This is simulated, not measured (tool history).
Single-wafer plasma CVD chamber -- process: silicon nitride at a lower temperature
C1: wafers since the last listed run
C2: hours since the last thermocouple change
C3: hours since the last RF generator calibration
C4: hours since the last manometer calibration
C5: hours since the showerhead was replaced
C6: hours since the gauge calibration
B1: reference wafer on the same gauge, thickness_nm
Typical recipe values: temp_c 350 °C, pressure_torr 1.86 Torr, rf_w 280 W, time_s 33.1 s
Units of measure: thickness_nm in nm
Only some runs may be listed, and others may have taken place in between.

run 1 hour=0 | temp_c=350 pressure_torr=1.86 rf_w=280 time_s=33.1 | C1=0 C2=79.7 C3=245.4 C4=752.4 C5=1845.3 C6=716.6 | B1=39.069 | thickness_nm=37.141
run 2 hour=65.3 | temp_c=350 pressure_torr=1.86 rf_w=280 time_s=33.1 | C1=1025 C2=145 C3=310.7 C4=817.7 C5=1910.6 C6=781.9 | B1=39.112 | thickness_nm=37.107
run 3 hour=124.5 | temp_c=350 pressure_torr=1.86 rf_w=280 time_s=33.1 | C1=930 C2=204.2 C3=369.9 C4=876.9 C5=1969.8 C6=841.1 | B1=39.104 | thickness_nm=36.929
run 4 hour=156.2 | temp_c=350 pressure_torr=1.86 rf_w=280 time_s=33.1 | C1=498 C2=235.9 C3=401.6 C4=908.6 C5=2001.5 C6=872.8 | B1=39.084 | thickness_nm=36.796
run 5 hour=187.5 | temp_c=350 pressure_torr=1.86 rf_w=280 time_s=33.1 | C1=491 C2=267.2 C3=432.9 C4=939.9 C5=2032.8 C6=904.1 | B1=39.095 | thickness_nm=36.652
run 6 hour=257.5 | temp_c=350 pressure_torr=1.86 rf_w=280 time_s=33.1 | C1=1099 C2=337.2 C3=502.9 C4=1009.9 C5=2102.8 C6=974.1 | B1=39.126 | thickness_nm=36.68
run 7 hour=317.2 | temp_c=350 pressure_torr=1.86 rf_w=280 time_s=33.1 | C1=937 C2=396.9 C3=562.6 C4=1069.6 C5=2162.5 C6=1033.8 | B1=39.086 | thickness_nm=36.205
run 8 hour=356.2 | temp_c=350 pressure_torr=1.86 rf_w=280 time_s=33.1 | C1=612 C2=435.9 C3=601.6 C4=1108.6 C5=2201.5 C6=1072.8 | B1=39.093 | thickness_nm=36.226
run 9 hour=386 | temp_c=350 pressure_torr=1.86 rf_w=280 time_s=33.1 | C1=468 C2=465.7 C3=631.4 C4=1138.4 C5=2231.3 C6=1102.6 | B1=39.079 | thickness_nm=36.327
-- hour=426.3 gauge calibrated
run 10 hour=444.9 | temp_c=350 pressure_torr=1.86 rf_w=260 time_s=33.1 | C1=925 C2=524.6 C3=690.3 C4=1197.3 C5=2290.2 C6=18.6 | B1=39.14 | thickness_nm=34.173
-- hour=456.4 RF generator calibrated
run 11 hour=506.1 | temp_c=350 pressure_torr=1.86 rf_w=260 time_s=33.1 | C1=835 C2=585.8 C3=49.7 C4=1258.5 C5=2351.4 C6=79.8 | B1=39.114 | thickness_nm=35.5
run 12 hour=535.6 | temp_c=350 pressure_torr=1.86 rf_w=280 time_s=33.1 | C1=463 C2=615.3 C3=79.2 C4=1288 C5=2380.9 C6=109.3 | B1=39.119 | thickness_nm=37.055
-- hour=558.8 showerhead replaced
run 13 hour=587.1 | temp_c=350 pressure_torr=1.86 rf_w=280 time_s=33.1 | C1=683 C2=666.8 C3=130.7 C4=1339.5 C5=28.3 C6=160.8 | B1=39.109 | thickness_nm=37.2
run 14 hour=637.2 | temp_c=350 pressure_torr=1.86 rf_w=305 time_s=30.4 | C1=787 C2=716.9 C3=180.8 C4=1389.6 C5=78.4 C6=210.9 | B1=39.074 | thickness_nm=36.071
run 15 hour=705.7 | temp_c=350 pressure_torr=1.86 rf_w=280 time_s=33.1 | C1=1076 C2=785.4 C3=249.3 C4=1458.1 C5=146.9 C6=279.4 | B1=39.093 | thickness_nm=36.605
-- hour=750.9 capacitance manometer re-zeroed and calibrated
run 16 hour=762.4 | temp_c=357 pressure_torr=1.86 rf_w=280 time_s=33.1 | C1=765 C2=842.1 C3=306 C4=11.5 C5=203.6 C6=336.1 | B1=39.096 | thickness_nm=37.179
run 17 hour=830.9 | temp_c=338 pressure_torr=1.4 rf_w=240 time_s=30 | C1=1076 C2=910.6 C3=374.5 C4=80 C5=272.1 C6=404.6 | B1=39.088 | thickness_nm=28.36
run 18 hour=862.6 | temp_c=350 pressure_torr=1.86 rf_w=280 time_s=33.1 | C1=498 C2=942.3 C3=406.2 C4=111.7 C5=303.8 C6=436.3 | B1=39.079 | thickness_nm=36.776
-- hour=913.6 thermocouple changed; heater temperature recalibrated
run 19 hour=925 | temp_c=350 pressure_torr=1.86 rf_w=280 time_s=33.1 | C1=854 C2=11.4 C3=468.6 C4=174.1 C5=366.2 C6=498.7 | B1=39.095 | thickness_nm=36.926
run 20 hour=956.5 | temp_c=341 pressure_torr=1.48 rf_w=280 time_s=33.1 | C1=494 C2=42.9 C3=500.1 C4=205.6 C5=397.7 C6=530.2 | B1=39.103 | thickness_nm=35.088
run 21 hour=995.1 | temp_c=343 pressure_torr=1.86 rf_w=325 time_s=33.1 | C1=606 C2=81.5 C3=538.7 C4=244.2 C5=436.3 C6=568.8 | B1=39.103 | thickness_nm=40.997
run 22 hour=1048.4 | temp_c=350 pressure_torr=1.86 rf_w=280 time_s=33.1 | C1=837 C2=134.8 C3=592 C4=297.5 C5=489.6 C6=622.1 | B1=39.112 | thickness_nm=36.817
run 23 hour=1109 | temp_c=342 pressure_torr=1.65 rf_w=225 time_s=38 | C1=952 C2=195.4 C3=652.6 C4=358.1 C5=550.2 C6=682.7 | B1=39.079 | thickness_nm=34.727
run 24 hour=1150.7 | temp_c=346 pressure_torr=1.86 rf_w=280 time_s=33.1 | C1=655 C2=237.1 C3=694.3 C4=399.8 C5=591.9 C6=724.4 | B1=39.109 | thickness_nm=36.488
run 25 hour=1211.8 | temp_c=350 pressure_torr=1.86 rf_w=280 time_s=33.1 | C1=959 C2=298.2 C3=755.4 C4=460.9 C5=653 C6=785.5 | B1=39.085 | thickness_nm=36.404
-- hour=1225.5 RF generator calibrated
run 26 hour=1282.6 | temp_c=350 pressure_torr=1.86 rf_w=280 time_s=33.1 | C1=986 C2=369 C3=57.1 C4=531.7 C5=723.8 C6=856.3 | B1=39.117 | thickness_nm=37.714
run 27 hour=1311.2 | temp_c=359 pressure_torr=1.86 rf_w=250 time_s=35.6 | C1=449 C2=397.6 C3=85.7 C4=560.3 C5=752.4 C6=884.9 | B1=39.122 | thickness_nm=37.093

Below are 3 alternative next runs, each starting from the tool's condition after run 27. Predict each:
run A hour=1311.6 | temp_c=342 pressure_torr=1.86 rf_w=280 time_s=33.1 | C1=6 C2=398 C3=86.1 C4=560.7 C5=752.8 C6=885.3 | B1=? | thickness_nm=?
run B hour=1311.6 | temp_c=350 pressure_torr=1.63 rf_w=255 time_s=29.9 | C1=6 C2=398 C3=86.1 C4=560.7 C5=752.8 C6=885.3 | B1=? | thickness_nm=?
run C hour=1311.6 | temp_c=350 pressure_torr=1.86 rf_w=310 time_s=31 | C1=6 C2=398 C3=86.1 C4=560.7 C5=752.8 C6=885.3 | B1=? | thickness_nm=?

run=A B1=39.121 thickness_nm=37.649
run=B B1=39.121 thickness_nm=30.767
run=C B1=39.121 thickness_nm=37.728
What these runs would have given with no unlogged condition in the tool:
run=A thickness_nm=38.024
run=B thickness_nm=31.082
run=C thickness_nm=38.096

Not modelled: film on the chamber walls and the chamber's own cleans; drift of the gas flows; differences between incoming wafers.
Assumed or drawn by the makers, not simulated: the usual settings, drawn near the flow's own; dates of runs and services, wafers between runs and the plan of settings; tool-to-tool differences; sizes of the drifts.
